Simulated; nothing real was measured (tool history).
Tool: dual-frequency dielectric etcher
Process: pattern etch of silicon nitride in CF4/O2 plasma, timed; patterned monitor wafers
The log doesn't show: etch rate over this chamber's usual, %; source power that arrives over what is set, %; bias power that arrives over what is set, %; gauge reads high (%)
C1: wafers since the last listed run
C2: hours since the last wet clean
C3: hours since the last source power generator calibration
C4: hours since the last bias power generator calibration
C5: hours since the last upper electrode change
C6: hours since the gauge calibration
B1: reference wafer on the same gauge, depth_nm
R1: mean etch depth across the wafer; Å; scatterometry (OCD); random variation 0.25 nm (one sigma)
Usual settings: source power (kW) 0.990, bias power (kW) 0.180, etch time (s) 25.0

{"run": 1, "day": 0.0, "source power (kW)": 0.99, "bias power (kW)": 0.18, "etch time (s)": 25.0, "C1": 0, "C2": 151.3, "C3": 5113.6, "C4": 2222.4, "C5": 2971.8, "C6": 212.0, "B1": 89.3, "R1": 887}
{"run": 2, "day": 0.262, "source power (kW)": 0.99, "bias power (kW)": 0.163, "etch time (s)": 25.0, "C1": 108, "C2": 157.6, "C3": 5119.9, "C4": 2228.7, "C5": 2978.1, "C6": 218.3, "B1": 89.3, "R1": 865}
{"run": 3, "day": 1.004, "source power (kW)": 0.99, "bias power (kW)": 0.196, "etch time (s)": 25.0, "C1": 306, "C2": 175.4, "C3": 5137.7, "C4": 2246.5, "C5": 2995.9, "C6": 236.1, "B1": 89.2, "R1": 905}
{"run": 4, "day": 1.454, "source power (kW)": 0.99, "bias power (kW)": 0.196, "etch time (s)": 25.0, "C1": 186, "C2": 186.2, "C3": 5148.5, "C4": 2257.3, "C5": 3006.7, "C6": 246.9, "B1": 89.1, "R1": 899}
{"run": 5, "day": 1.712, "source power (kW)": 0.99, "bias power (kW)": 0.18, "etch time (s)": 30.0, "C1": 106, "C2": 192.4, "C3": 5154.7, "C4": 2263.5, "C5": 3012.9, "C6": 253.1, "B1": 89.3, "R1": 1068}
{"run": 6, "day": 2.188, "source power (kW)": 0.99, "bias power (kW)": 0.18, "etch time (s)": 30.0, "C1": 196, "C2": 203.8, "C3": 5166.1, "C4": 2274.9, "C5": 3024.3, "C6": 264.5, "B1": 89.2, "R1": 1062}
{"run": 7, "day": 2.554, "source power (kW)": 0.99, "bias power (kW)": 0.18, "etch time (s)": 30.0, "C1": 151, "C2": 212.6, "C3": 5174.9, "C4": 2283.7, "C5": 3033.1, "C6": 273.3, "B1": 89.2, "R1": 1067}
{"run": 8, "day": 3.096, "source power (kW)": 0.99, "bias power (kW)": 0.18, "etch time (s)": 25.0, "C1": 224, "C2": 225.6, "C3": 5187.9, "C4": 2296.7, "C5": 3046.1, "C6": 286.3, "B1": 89.3, "R1": 890}
{"run": 9, "day": 3.446, "source power (kW)": 0.99, "bias power (kW)": 0.18, "etch time (s)": 25.0, "C1": 144, "C2": 234.0, "C3": 5196.3, "C4": 2305.1, "C5": 3054.5, "C6": 294.7, "B1": 89.2, "R1": 891}
{"run": 10, "day": 3.758, "source power (kW)": 1.16, "bias power (kW)": 0.18, "etch time (s)": 25.0, "C1": 129, "C2": 241.5, "C3": 5203.8, "C4": 2312.6, "C5": 3062.0, "C6": 302.2, "B1": 89.3, "R1": 974}
{"run": 11, "day": 4.233, "source power (kW)": 1.16, "bias power (kW)": 0.18, "etch time (s)": 25.0, "C1": 196, "C2": 252.9, "C3": 5215.2, "C4": 2324.0, "C5": 3073.4, "C6": 313.6, "B1": 89.2, "R1": 978}
{"run": 12, "day": 5.496, "source power (kW)": 0.99, "bias power (kW)": 0.18, "etch time (s)": 25.0, "C1": 522, "C2": 283.2, "C3": 5245.5, "C4": 2354.3, "C5": 3103.7, "C6": 343.9, "B1": 89.1, "R1": 890}
{"day": 7.1, "done": "upper electrode replaced"}
{"day": 7.879, "done": "wet clean of the chamber"}
{"run": 13, "day": 7.9, "source power (kW)": 0.99, "bias power (kW)": 0.18, "etch time (s)": 25.0, "C1": 258, "C2": 0.5, "C3": 5303.2, "C4": 2412.0, "C5": 19.2, "C6": 401.6, "B1": 89.2, "R1": 810}
{"run": 14, "day": 7.917, "source power (kW)": 0.99, "bias power (kW)": 0.18, "etch time (s)": 25.0, "C1": 6, "C2": 0.9, "C3": 5303.6, "C4": 2412.4, "C5": 19.6, "C6": 402.0, "B1": 89.2, "R1": 814}
{"run": 15, "day": 7.929, "source power (kW)": 0.83, "bias power (kW)": 0.18, "etch time (s)": 25.0, "C1": 5, "C2": 1.2, "C3": 5303.9, "C4": 2412.7, "C5": 19.9, "C6": 402.3, "B1": 89.1, "R1": 737}
{"run": 16, "day": 7.942, "source power (kW)": 0.82, "bias power (kW)": 0.147, "etch time (s)": 22.5, "C1": 5, "C2": 1.5, "C3": 5304.2, "C4": 2413.0, "C5": 20.2, "C6": 402.6, "B1": 89.3, "R1": 633}
{"day": 8.167, "done": "source power generator calibrated"}
{"run": 17, "day": 8.188, "source power (kW)": 0.99, "bias power (kW)": 0.18, "etch time (s)": 21.0, "C1": 32, "C2": 7.4, "C3": 0.5, "C4": 2418.9, "C5": 26.1, "C6": 408.5, "B1": 89.3, "R1": 682}
{"run": 18, "day": 8.704, "source power (kW)": 0.79, "bias power (kW)": 0.18, "etch time (s)": 18.5, "C1": 213, "C2": 19.8, "C3": 12.9, "C4": 2431.3, "C5": 38.5, "C6": 420.9, "B1": 89.2, "R1": 535}
{"day": 10.079, "done": "wet clean of the chamber, repeated, since the last time left the tool worse"}
{"run": 19, "day": 10.1, "source power (kW)": 0.8, "bias power (kW)": 0.203, "etch time (s)": 25.0, "C1": 163, "C2": 0.5, "C3": 46.4, "C4": 2464.8, "C5": 72.0, "C6": 454.4, "B1": 89.2, "R1": 801}
{"run": 20, "day": 10.133, "source power (kW)": 1.18, "bias power (kW)": 0.152, "etch time (s)": 28.5, "C1": 13, "C2": 1.3, "C3": 47.2, "C4": 2465.6, "C5": 72.8, "C6": 455.2, "B1": 89.2, "R1": 1058}
{"day": 11.233, "done": "gauge calibrated"}
{"run": 21, "day": 12.279, "source power (kW)": 0.88, "bias power (kW)": 0.219, "etch time (s)": 18.0, "C1": 888, "C2": 52.8, "C3": 98.7, "C4": 2517.1, "C5": 124.3, "C6": 25.1, "B1": 89.3, "R1": 619}
{"day": 12.867, "done": "bias power generator calibrated"}
{"run": 22, "day": 12.888, "source power (kW)": 0.99, "bias power (kW)": 0.18, "etch time (s)": 25.0, "C1": 182, "C2": 67.4, "C3": 113.3, "C4": 0.5, "C5": 138.9, "C6": 39.7, "B1": 89.2, "R1": 881}
{"run": 23, "day": 13.117, "source power (kW)": 0.99, "bias power (kW)": 0.18, "etch time (s)": 25.0, "C1": 94, "C2": 72.9, "C3": 118.8, "C4": 6.0, "C5": 144.4, "C6": 45.2, "B1": 89.3, "R1": 876}
{"run": 24, "day": 13.533, "source power (kW)": 0.99, "bias power (kW)": 0.18, "etch time (s)": 25.0, "C1": 172, "C2": 82.9, "C3": 128.8, "C4": 16.0, "C5": 154.4, "C6": 55.2, "B1": 89.2, "R1": 875}
{"run": 25, "day": 14.046, "source power (kW)": 0.78, "bias power (kW)": 0.18, "etch time (s)": 18.5, "C1": 212, "C2": 95.2, "C3": 141.1, "C4": 28.3, "C5": 166.7, "C6": 67.5, "B1": 89.1, "R1": 574}
{"run": 26, "day": 14.429, "source power (kW)": 0.99, "bias power (kW)": 0.18, "etch time (s)": 25.0, "C1": 158, "C2": 104.4, "C3": 150.3, "C4": 37.5, "C5": 175.9, "C6": 76.7, "B1": 89.2, "R1": 884}
{"run": 27, "day": 15.158, "source power (kW)": 0.99, "bias power (kW)": 0.18, "etch time (s)": 21.5, "C1": 301, "C2": 121.9, "C3": 167.8, "C4": 55.0, "C5": 193.4, "C6": 94.2, "B1": 89.2, "R1": 759}
{"run": 28, "day": 15.521, "source power (kW)": 0.77, "bias power (kW)": 0.138, "etch time (s)": 25.0, "C1": 150, "C2": 130.6, "C3": 176.5, "C4": 63.7, "C5": 202.1, "C6": 102.9, "B1": 89.3, "R1": 733}
{"run": 29, "day": 16.196, "source power (kW)": 0.83, "bias power (kW)": 0.18, "etch time (s)": 21.0, "C1": 279, "C2": 146.8, "C3": 192.7, "C4": 79.9, "C5": 218.3, "C6": 119.1, "B1": 89.2, "R1": 676}
{"run": 30, "day": 16.888, "source power (kW)": 0.99, "bias power (kW)": 0.166, "etch time (s)": 18.0, "C1": 286, "C2": 163.4, "C3": 209.3, "C4": 96.5, "C5": 234.9, "C6": 135.7, "B1": 89.2, "R1": 621}

What the log doesn't show, run by run:
source power that arrives over what is set, %: 0 in every run
bias power that arrives over what is set, %: 0 in every run
gauge reads high (%): 0 in every run
H1: etch rate over this chamber's usual, %
run=1 H1=1.52
run=2 H1=1.58
run=3 H1=1.75
run=4 H1=1.85
run=5 H1=1.91
run=6 H1=2.02
run=7 H1=2.1
run=8 H1=2.22
run=9 H1=2.3
run=10 H1=2.37
run=11 H1=2.48
run=12 H1=2.77
run=13 H1=-6.9
run=14 H1=-6.9
run=15 H1=-6.89
run=16 H1=-6.89
run=17 H1=-6.83
run=18 H1=-6.72
run=19 H1=0.05
run=20 H1=0.0576
run=21 H1=0.547
run=22 H1=0.686
run=23 H1=0.739
run=24 H1=0.834
run=25 H1=0.951
run=26 H1=1.04
run=27 H1=1.2
run=28 H1=1.29
run=29 H1=1.44
run=30 H1=1.6
